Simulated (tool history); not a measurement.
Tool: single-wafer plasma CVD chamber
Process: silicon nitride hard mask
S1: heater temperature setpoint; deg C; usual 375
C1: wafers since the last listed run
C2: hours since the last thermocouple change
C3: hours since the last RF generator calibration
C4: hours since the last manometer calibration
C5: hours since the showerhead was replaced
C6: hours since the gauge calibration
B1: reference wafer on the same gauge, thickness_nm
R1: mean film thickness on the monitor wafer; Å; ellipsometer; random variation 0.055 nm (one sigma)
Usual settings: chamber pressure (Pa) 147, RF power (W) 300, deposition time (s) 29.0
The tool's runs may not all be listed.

{"run": 1, "hour": 0.0, "S1": 375, "chamber pressure (Pa)": 147, "RF power (W)": 270, "deposition time (s)": 29.0, "C1": 0, "C2": 1959.3, "C3": 2134.8, "C4": 1148.8, "C5": 6126.7, "C6": 95.9, "B1": 25.706, "R1": 280.92}
{"run": 2, "hour": 35.3, "S1": 375, "chamber pressure (Pa)": 147, "RF power (W)": 300, "deposition time (s)": 29.0, "C1": 940, "C2": 1994.6, "C3": 2170.1, "C4": 1184.1, "C5": 6162.0, "C6": 131.2, "B1": 25.692, "R1": 299.14}
{"run": 3, "hour": 68.3, "S1": 375, "chamber pressure (Pa)": 147, "RF power (W)": 300, "deposition time (s)": 29.0, "C1": 879, "C2": 2027.6, "C3": 2203.1, "C4": 1217.1, "C5": 6195.0, "C6": 164.2, "B1": 25.694, "R1": 298.56}
{"run": 4, "hour": 83.2, "S1": 375, "chamber pressure (Pa)": 147, "RF power (W)": 300, "deposition time (s)": 29.0, "C1": 396, "C2": 2042.5, "C3": 2218.0, "C4": 1232.0, "C5": 6209.9, "C6": 179.1, "B1": 25.711, "R1": 298.39}
{"run": 5, "hour": 96.7, "S1": 375, "chamber pressure (Pa)": 147, "RF power (W)": 300, "deposition time (s)": 29.0, "C1": 359, "C2": 2056.0, "C3": 2231.5, "C4": 1245.5, "C5": 6223.4, "C6": 192.6, "B1": 25.702, "R1": 298.78}
{"hour": 118.7, "done": "RF generator calibrated"}
{"run": 6, "hour": 119.6, "S1": 375, "chamber pressure (Pa)": 147, "RF power (W)": 300, "deposition time (s)": 29.0, "C1": 396, "C2": 2078.9, "C3": 0.9, "C4": 1268.4, "C5": 6246.3, "C6": 215.5, "B1": 25.693, "R1": 316.95}
{"hour": 155.9, "done": "capacitance manometer re-zeroed and calibrated"}
{"run": 7, "hour": 156.4, "S1": 375, "chamber pressure (Pa)": 147, "RF power (W)": 300, "deposition time (s)": 29.0, "C1": 767, "C2": 2115.7, "C3": 37.7, "C4": 0.5, "C5": 6283.1, "C6": 252.3, "B1": 25.706, "R1": 316.39}
{"run": 8, "hour": 168.0, "S1": 375, "chamber pressure (Pa)": 147, "RF power (W)": 300, "deposition time (s)": 29.0, "C1": 309, "C2": 2127.3, "C3": 49.3, "C4": 12.1, "C5": 6294.7, "C6": 263.9, "B1": 25.686, "R1": 316.47}
{"run": 9, "hour": 197.4, "S1": 366, "chamber pressure (Pa)": 173, "RF power (W)": 300, "deposition time (s)": 29.0, "C1": 783, "C2": 2156.7, "C3": 78.7, "C4": 41.5, "C5": 6324.1, "C6": 293.3, "B1": 25.693, "R1": 339.38}
{"hour": 206.3, "done": "gauge calibrated"}
{"run": 10, "hour": 214.4, "S1": 375, "chamber pressure (Pa)": 163, "RF power (W)": 300, "deposition time (s)": 29.0, "C1": 452, "C2": 2173.7, "C3": 95.7, "C4": 58.5, "C5": 6341.1, "C6": 8.1, "B1": 25.708, "R1": 329.75}
{"hour": 225.7, "done": "showerhead replaced"}
{"hour": 230.8, "done": "thermocouple changed; heater temperature recalibrated"}
{"run": 11, "hour": 233.1, "S1": 369, "chamber pressure (Pa)": 121, "RF power (W)": 300, "deposition time (s)": 29.0, "C1": 149, "C2": 2.3, "C3": 114.4, "C4": 77.2, "C5": 7.4, "C6": 26.8, "B1": 25.711, "R1": 293.59}
{"run": 12, "hour": 255.5, "S1": 375, "chamber pressure (Pa)": 147, "RF power (W)": 300, "deposition time (s)": 26.1, "C1": 596, "C2": 24.7, "C3": 136.8, "C4": 99.6, "C5": 29.8, "C6": 49.2, "B1": 25.7, "R1": 285.31}
{"run": 13, "hour": 302.6, "S1": 375, "chamber pressure (Pa)": 131, "RF power (W)": 335, "deposition time (s)": 29.0, "C1": 1254, "C2": 71.8, "C3": 183.9, "C4": 146.7, "C5": 76.9, "C6": 96.3, "B1": 25.709, "R1": 322.07}
{"run": 14, "hour": 327.4, "S1": 375, "chamber pressure (Pa)": 168, "RF power (W)": 300, "deposition time (s)": 29.0, "C1": 660, "C2": 96.6, "C3": 208.7, "C4": 171.5, "C5": 101.7, "C6": 121.1, "B1": 25.71, "R1": 332.69}
{"run": 15, "hour": 339.8, "S1": 383, "chamber pressure (Pa)": 136, "RF power (W)": 300, "deposition time (s)": 23.9, "C1": 330, "C2": 109.0, "C3": 221.1, "C4": 183.9, "C5": 114.1, "C6": 133.5, "B1": 25.697, "R1": 252.09}

Forecast each of these 3 alternatives for the next run:
{"run": "A", "hour": 340.2, "S1": 382, "chamber pressure (Pa)": 147, "RF power (W)": 300, "deposition time (s)": 29.0, "C1": 10, "C2": 109.4, "C3": 221.5, "C4": 184.3, "C5": 114.5, "C6": 133.9, "B1": "?", "R1": "?"}
{"run": "B", "hour": 340.2, "S1": 375, "chamber pressure (Pa)": 147, "RF power (W)": 300, "deposition time (s)": 31.5, "C1": 10, "C2": 109.4, "C3": 221.5, "C4": 184.3, "C5": 114.5, "C6": 133.9, "B1": "?", "R1": "?"}
{"run": "C", "hour": 340.2, "S1": 375, "chamber pressure (Pa)": 124, "RF power (W)": 335, "deposition time (s)": 23.7, "C1": 10, "C2": 109.4, "C3": 221.5, "C4": 184.3, "C5": 114.5, "C6": 133.9, "B1": "?", "R1": "?"}

run=A B1=25.688 R1=315.48
run=B B1=25.688 R1=343.53
run=C B1=25.688 R1=257.44
Without the tool's hidden state the same runs would have given:
run=A R1=315.79
run=B R1=343.87
run=C R1=257.69

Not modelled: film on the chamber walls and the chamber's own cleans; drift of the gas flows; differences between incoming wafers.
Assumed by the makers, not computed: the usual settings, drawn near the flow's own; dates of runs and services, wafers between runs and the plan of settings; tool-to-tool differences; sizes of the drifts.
